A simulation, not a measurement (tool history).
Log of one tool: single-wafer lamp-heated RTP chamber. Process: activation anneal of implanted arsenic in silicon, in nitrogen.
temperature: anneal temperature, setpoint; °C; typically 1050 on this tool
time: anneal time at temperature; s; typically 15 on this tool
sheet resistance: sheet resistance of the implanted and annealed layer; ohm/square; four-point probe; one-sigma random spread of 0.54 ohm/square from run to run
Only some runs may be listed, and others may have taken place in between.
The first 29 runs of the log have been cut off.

| run | hour | temperature | time | wafers since the last listed run | wafers since the last pyrometer calibration | wafers since the reflector plate was cleaned | hours since the gauge calibration | read-back reference wafer on the same gauge, sheet resistance | sheet resistance |
|---|---|---|---|---|---|---|---|---|---|
| 30 | 790.4 | 1063 | 15 | 1097 | 1925 | 4098 | 379.3 | 355.05 | 354.41 |
| 31 | 817.5 | 1050 | 15 | 280 | 2206 | 4379 | 406.4 | 355.04 | 357.76 |
| 32 | 835.2 | 1059 | 7 | 183 | 2390 | 4562 | 424.1 | 354.97 | 360.59 |
| 33 | 851.7 | 1077 | 22 | 171 | 2561 | 4733 | 440.6 | 354.95 | 343.88 |
| 34 | 863.8 | 1050 | 20 | 125 | 2686 | 4859 | 452.7 | 354.99 | 353.75 |
| 35 | 886.0 | 1050 | 15 | 230 | 2916 | 5089 | 474.9 | 354.96 | 355.33 |
|  | 901.2 | pyrometer window cleaned and pyrometer calibrated |
| 36 | 902.7 | 1030 | 22 | 90 | 15 | 5179 | 491.6 | 355.05 | 358.83 |
| 37 | 918.2 | 1079 | 17 | 160 | 175 | 5339 | 507.1 | 355.07 | 349.49 |

Here are 4 independent what-if runs from the current tool condition. What would each one return?
| A | 918.6 | 1031 | 15 | 4 | 180 | 5344 | 507.5 | ? | ? |
| B | 918.6 | 1050 | 6 | 4 | 180 | 5344 | 507.5 | ? | ? |
| C | 918.6 | 1033 | 6 | 4 | 180 | 5344 | 507.5 | ? | ? |
| D | 918.6 | 1035 | 11 | 4 | 180 | 5344 | 507.5 | ? | ? |

| run | read-back reference wafer on the same gauge, sheet resistance | sheet resistance |
|---|---|---|
| A | 354.88 | 361.05 |
| B | 354.88 | 363.88 |
| C | 354.88 | 365.81 |
| D | 354.88 | 362.42 |
Stripped of hidden state, with their random variation kept, the same runs would have yielded:
| run | sheet resistance |
|---|---|
| A | 361.29 |
| B | 364.07 |
| C | 365.99 |
| D | 362.63 |
